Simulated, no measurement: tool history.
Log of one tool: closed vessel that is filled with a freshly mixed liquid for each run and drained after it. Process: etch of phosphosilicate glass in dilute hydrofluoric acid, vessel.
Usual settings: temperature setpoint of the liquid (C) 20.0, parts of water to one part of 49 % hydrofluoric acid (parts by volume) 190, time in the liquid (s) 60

run	hour	temperature setpoint of the liquid (C)	parts of water to one part of 49 % hydrofluoric acid (parts by volume)	time in the liquid (s)	wafers since the last listed run	hours since the thermometer was replaced	hours since the hydrofluoric acid flow meter was replaced	hours since the gauge calibration	read-back film thickness of the phosphosilicate glass reference wafer, read on the same gauge (nm)	thickness taken off the phosphosilicate glass on a monitor wafer (Å)
1	0.0	20.0	190	60	0	2857.2	1575.7	55.8	69.98	315.2
2	6.8	20.0	190	70	590	2864.0	1582.5	62.6	69.99	368.0
3	24.1	20.0	190	70	1502	2881.3	1599.8	79.9	70.00	366.8
4	33.6	20.0	190	70	825	2890.8	1609.3	89.4	70.03	365.6
5	47.6	20.0	190	60	1216	2904.8	1623.3	103.4	69.99	313.1
6	61.7	20.0	190	60	1224	2918.9	1637.4	117.5	69.99	314.7
7	73.6	20.0	190	60	1033	2930.8	1649.3	129.4	70.01	313.0
8	81.7	20.0	135	60	703	2938.9	1657.4	137.5	69.96	464.5
9	88.2	20.0	135	60	564	2945.4	1663.9	144.0	70.00	463.8
# hour 93.1: gauge calibrated
10	105.6	20.0	135	60	1511	2962.8	1681.3	12.5	69.96	464.6
11	116.1	20.0	190	45	912	2973.3	1691.8	23.0	70.00	234.0
# hour 123.1: hydrofluoric acid flow meter replaced
12	123.9	20.0	190	60	590	2981.1	0.8	30.8	70.01	325.7
13	159.9	20.0	155	30	3127	3017.1	36.8	66.8	69.98	205.5
14	167.1	20.0	150	30	625	3024.3	44.0	74.0	69.98	213.8
15	174.0	20.0	135	60	599	3031.2	50.9	80.9	70.03	482.0
16	186.7	20.0	190	60	1103	3043.9	63.6	93.6	70.02	325.2
# hour 191.9: thermometer replaced
17	230.0	24.0	280	60	3674	38.1	106.9	136.9	70.00	262.6
18	246.4	20.0	260	80	1424	54.5	123.3	153.3	70.02	332.9
# hour 259.9: gauge calibrated
19	260.5	24.0	235	45	1224	68.6	137.4	0.6	70.02	245.3
20	271.0	21.5	285	50	912	79.1	147.9	11.1	70.00	195.0
21	288.8	24.5	190	60	1546	96.9	165.7	28.9	70.01	430.0

What will run 22 give?
22	299.6	18.0	190	60	938	107.7	176.5	39.7	?	?

read-back film thickness of the phosphosilicate glass reference wafer, read on the same gauge (nm): 70.00
thickness taken off the phosphosilicate glass on a monitor wafer (Å): 335.2
With the hidden condition absent and the run-to-run variation left alone, this run would have shown thickness taken off the phosphosilicate glass on a monitor wafer (Å) 342.6.
